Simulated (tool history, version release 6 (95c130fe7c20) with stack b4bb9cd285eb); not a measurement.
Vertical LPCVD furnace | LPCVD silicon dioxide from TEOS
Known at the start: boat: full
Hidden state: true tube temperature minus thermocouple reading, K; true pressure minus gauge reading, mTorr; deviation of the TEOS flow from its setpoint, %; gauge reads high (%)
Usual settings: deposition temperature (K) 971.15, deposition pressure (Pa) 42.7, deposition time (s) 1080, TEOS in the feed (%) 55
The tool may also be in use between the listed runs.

run,hour,deposition temperature (K),deposition pressure (Pa),deposition time (s),TEOS in the feed (%),wafers since the last listed run,hours since the last temperature calibration,hours since the pressure gauge was zeroed,hours since the TEOS flow controller was replaced,hours since the gauge calibration,"read-back reference wafer on the same gauge, thickness",film thickness on the monitor wafer in the middle of the boat (nm)
1,0,971.15,42.7,1080,55,0,1871.6,4676.6,4262.9,1595.6,97.96,111.08
2,40.8,971.15,42.7,1080,55,766,1912.4,4717.4,4303.7,1636.4,97.99,110.91
3,102,971.15,42.7,1080,55,1149,1973.6,4778.6,4364.9,1697.6,98.04,112.43
4,164.4,971.15,42.7,1080,55,1171,2036,4841,4427.3,1760,97.91,111.8
5,230.6,971.15,42.7,1080,55,1243,2102.2,4907.2,4493.5,1826.2,98.01,111.98
6,335.3,971.15,47.3,1080,55,1966,2206.9,5011.9,4598.2,1930.9,97.93,118.39
7,387.9,971.15,47.3,1080,55,987,2259.5,5064.5,4650.8,1983.5,98.02,117.24
# hour 435.2: TEOS flow controller replaced
8,456.7,971.15,42.7,1080,55,841,2328.3,5133.3,21.5,2052.3,97.94,110.67
# hour 486: pressure gauge zeroed
9,490.7,967.15,42.7,1080,55,187,2362.3,4.7,55.5,2086.3,98.09,101.56
10,526.7,967.15,42.7,1080,55,676,2398.3,40.7,91.5,2122.3,97.96,101.42
11,584.3,975.15,42.7,1080,55,1081,2455.9,98.3,149.1,2179.9,98.03,121.79
# hour 597.7: gauge calibrated
12,645,971.15,42.7,1080,55,1140,2516.6,159,209.8,47.3,98.04,111.43
13,707.2,971.15,42.7,1080,55,1168,2578.8,221.2,272,109.5,98.04,111.64
# hour 765.3: thermocouples replaced and temperature profile calibrated
14,765.8,980.15,42.7,1080,55,649,0.5,279.8,330.6,168.1,97.98,137.67
15,825,971.15,52,1290,49,1111,59.7,339,389.8,227.3,97.89,138.72
16,862,971.15,52,1290,49,694,96.7,376,426.8,264.3,97.9,138.53
17,909.9,961.15,32.7,930,62,899,144.6,423.9,474.7,312.2,97.95,70.52
18,960.9,971.15,38,1410,55,957,195.6,474.9,525.7,363.2,98.06,136.62
19,1010.8,971.15,42.7,1080,55,937,245.5,524.8,575.6,413.1,98.03,110.81
20,1213.9,960.15,47.3,960,55,3814,448.6,727.9,778.7,616.2,97.97,80.3
21,1281.6,971.15,47.3,1080,55,1271,516.3,795.6,846.4,683.9,97.96,117.36
22,1346.5,981.15,42.7,1080,58,1218,581.2,860.5,911.3,748.8,97.95,143.61
23,1373.5,971.15,42.7,1080,59,507,608.2,887.5,938.3,775.8,97.98,115.19
24,1443.1,962.15,33.3,720,60,1307,677.8,957.1,1007.9,845.4,98.08,55.48
25,1499.7,980.15,42.7,900,55,1063,734.4,1013.7,1064.5,902,98.06,114.76
26,1555.9,967.15,42.7,1440,61,1055,790.6,1069.9,1120.7,958.2,98.01,141.48
27,1602.7,971.15,42.7,900,55,878,837.4,1116.7,1167.5,1005,98.01,92.56

Run 28 comes next. What will it give?
28,1630.6,962.15,42.7,1470,45,523,865.3,1144.6,1195.4,1032.9,?,?

{"run 28": {"read-back reference wafer on the same gauge, thickness": 97.96, "film thickness on the monitor wafer in the middle of the boat (nm)": 111.85}}
Without the tool's hidden state the same run would have given film thickness on the monitor wafer in the middle of the boat (nm) 111.85.

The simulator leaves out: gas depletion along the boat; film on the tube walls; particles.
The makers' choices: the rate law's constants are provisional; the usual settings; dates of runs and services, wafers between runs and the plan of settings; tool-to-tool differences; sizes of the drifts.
